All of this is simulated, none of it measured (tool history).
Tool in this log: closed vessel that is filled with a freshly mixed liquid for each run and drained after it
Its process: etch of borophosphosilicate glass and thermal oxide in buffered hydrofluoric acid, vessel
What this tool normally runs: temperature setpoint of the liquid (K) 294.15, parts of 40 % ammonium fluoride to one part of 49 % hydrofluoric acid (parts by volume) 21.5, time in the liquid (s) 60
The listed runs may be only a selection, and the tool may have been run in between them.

run,hour,temperature setpoint of the liquid (K),parts of 40 % ammonium fluoride to one part of 49 % hydrofluoric acid (parts by volume),time in the liquid (s),"read-back film thickness of the borophosphosilicate glass reference wafer, read on the same gauge (nm)","read-back film thickness of the thermal oxide reference wafer, read on the same gauge (nm)",thickness taken off the borophosphosilicate glass on a monitor wafer (nm),thickness taken off the thermal oxide on a monitor wafer (nm)
1,0.0,295.65,21.5,60,80.00,140.03,36.75,36.65
2,16.2,295.65,21.5,60,80.01,140.01,36.77,37.02
3,25.6,294.15,21.5,85,80.01,140.02,47.86,47.93
4,43.2,294.15,21.5,85,80.02,140.04,47.95,48.31
5,58.0,294.15,21.5,85,79.99,140.00,48.31,48.37
# hour 63.2: thermometer replaced
6,73.9,294.15,21.5,60,79.99,139.98,33.92,33.81
7,81.4,294.15,21.5,60,80.00,140.06,33.99,34.14
8,89.4,294.15,21.5,60,79.99,139.96,34.12,34.19
9,98.2,294.15,19.0,60,80.03,139.98,38.39,38.60
# hour 109.4: hydrofluoric acid flow meter replaced
10,111.3,291.65,21.5,60,79.98,140.02,27.02,27.20
# hour 114.3: gauge calibrated
11,120.0,294.15,21.5,60,79.99,140.00,31.02,31.15
12,127.0,291.65,29.5,50,80.01,139.97,18.17,18.21
13,143.5,290.15,28.5,60,80.02,140.00,20.61,20.64
14,160.3,294.15,16.0,40,79.98,139.95,27.40,27.12
15,171.5,294.15,21.5,60,80.02,140.02,31.24,31.48
16,186.9,295.65,21.5,90,80.01,139.99,50.94,51.58
17,196.9,294.15,29.0,50,80.00,140.01,21.31,21.24

What if the next run were any one of these 5? Each begins from the tool's condition after run 17:
A,197.6,294.15,21.5,60,?,?,?,?
B,197.6,298.65,27.0,50,?,?,?,?
C,197.6,296.15,14.0,60,?,?,?,?
D,197.6,294.15,17.0,30,?,?,?,?
E,197.6,292.65,21.5,35,?,?,?,?

run,"read-back film thickness of the borophosphosilicate glass reference wafer, read on the same gauge (nm)","read-back film thickness of the thermal oxide reference wafer, read on the same gauge (nm)",thickness taken off the borophosphosilicate glass on a monitor wafer (nm),thickness taken off the thermal oxide on a monitor wafer (nm)
A,79.99,140.02,31.20,31.25
B,79.99,140.02,28.39,28.52
C,79.99,140.02,52.34,52.39
D,79.99,140.02,19.36,19.38
E,79.99,140.02,16.74,16.76
What these runs would have given with no unlogged condition in the tool:
run,thickness taken off the borophosphosilicate glass on a monitor wafer (nm),thickness taken off the thermal oxide on a monitor wafer (nm)
A,30.83,30.88
B,28.06,28.19
C,51.47,51.53
D,19.04,19.06
E,16.55,16.56

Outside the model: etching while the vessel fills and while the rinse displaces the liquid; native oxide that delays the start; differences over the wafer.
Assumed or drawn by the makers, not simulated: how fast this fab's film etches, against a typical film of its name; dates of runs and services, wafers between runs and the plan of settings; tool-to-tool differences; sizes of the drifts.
